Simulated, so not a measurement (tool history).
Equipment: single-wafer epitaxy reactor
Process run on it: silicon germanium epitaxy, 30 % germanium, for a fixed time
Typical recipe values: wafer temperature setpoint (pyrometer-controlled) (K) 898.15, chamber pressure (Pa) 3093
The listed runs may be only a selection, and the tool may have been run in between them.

run,hour,wafer temperature setpoint (pyrometer-controlled) (K),chamber pressure (Pa),"read-back reference wafer on the same gauge, thickness_nm",mean film thickness on the monitor wafer (Å)
1,0.0,898.15,3093,119.924,1057.37
2,43.3,898.15,3693,119.949,1199.56
3,97.3,898.15,3693,120.084,1177.95
4,144.8,898.15,3693,120.018,1179.96
5,215.9,898.15,3093,120.062,1067.18
6,268.9,898.15,3093,119.915,1060.00
7,328.7,898.15,3093,120.001,1049.83
8,399.2,898.15,3093,119.983,1057.11
9,443.0,898.15,3093,119.923,1053.31
10,509.0,898.15,3093,119.956,1063.31
11,579.3,898.15,3093,119.874,1048.61
12,624.5,894.15,2853,119.960,921.25
13,662.9,898.15,3093,119.942,1051.39
# hour 675.0: pyrometer calibrated
14,693.8,906.15,3586,119.986,1302.43
# hour 719.5: gauge calibrated
15,720.7,888.15,3093,120.197,882.72
16,745.9,885.15,3506,120.046,899.24
17,793.5,907.15,3853,119.918,1388.23
18,838.1,885.15,3800,119.898,932.56
19,891.6,910.15,3360,119.964,1333.20
20,957.0,898.15,2800,119.992,969.22
21,1019.8,906.15,3693,119.952,1320.36
22,1088.4,898.15,3093,120.052,1031.54
# hour 1101.5: showerhead replaced
# hour 1110.4: capacitance manometer re-zeroed and calibrated
23,1137.2,912.15,3853,119.953,1574.32
24,1172.7,884.15,2373,119.929,710.01
25,1216.0,898.15,3093,119.864,1093.73
26,1249.1,887.15,2453,119.977,771.95
27,1278.1,907.15,3413,119.833,1342.45
28,1306.4,887.15,3093,120.090,894.60
29,1370.0,893.15,2413,119.974,837.92
30,1404.2,903.15,3533,120.031,1273.02
31,1461.8,898.15,3693,120.047,1199.58
32,1496.8,909.15,2360,120.016,1084.81
33,1554.8,893.15,3493,120.010,1058.57
34,1590.0,909.15,3493,120.046,1386.18
35,1635.1,905.15,3426,119.992,1283.24

Consider 4 possible next runs. They are alternatives, not a sequence: every one starts from the tool as it was left by run 35. What does each give?
A,1635.5,898.15,3093,?,?
B,1635.5,892.15,3826,?,?
C,1635.5,886.15,2853,?,?
D,1635.5,893.15,2573,?,?

run,"read-back reference wafer on the same gauge, thickness_nm",mean film thickness on the monitor wafer (Å)
A,120.004,1070.76
B,120.004,1095.08
C,120.004,825.99
D,120.004,870.12
With the hidden condition removed and each run's random variation left untouched, the same runs would have given:
run,mean film thickness on the monitor wafer (Å)
A,1076.88
B,1101.34
C,830.71
D,875.09

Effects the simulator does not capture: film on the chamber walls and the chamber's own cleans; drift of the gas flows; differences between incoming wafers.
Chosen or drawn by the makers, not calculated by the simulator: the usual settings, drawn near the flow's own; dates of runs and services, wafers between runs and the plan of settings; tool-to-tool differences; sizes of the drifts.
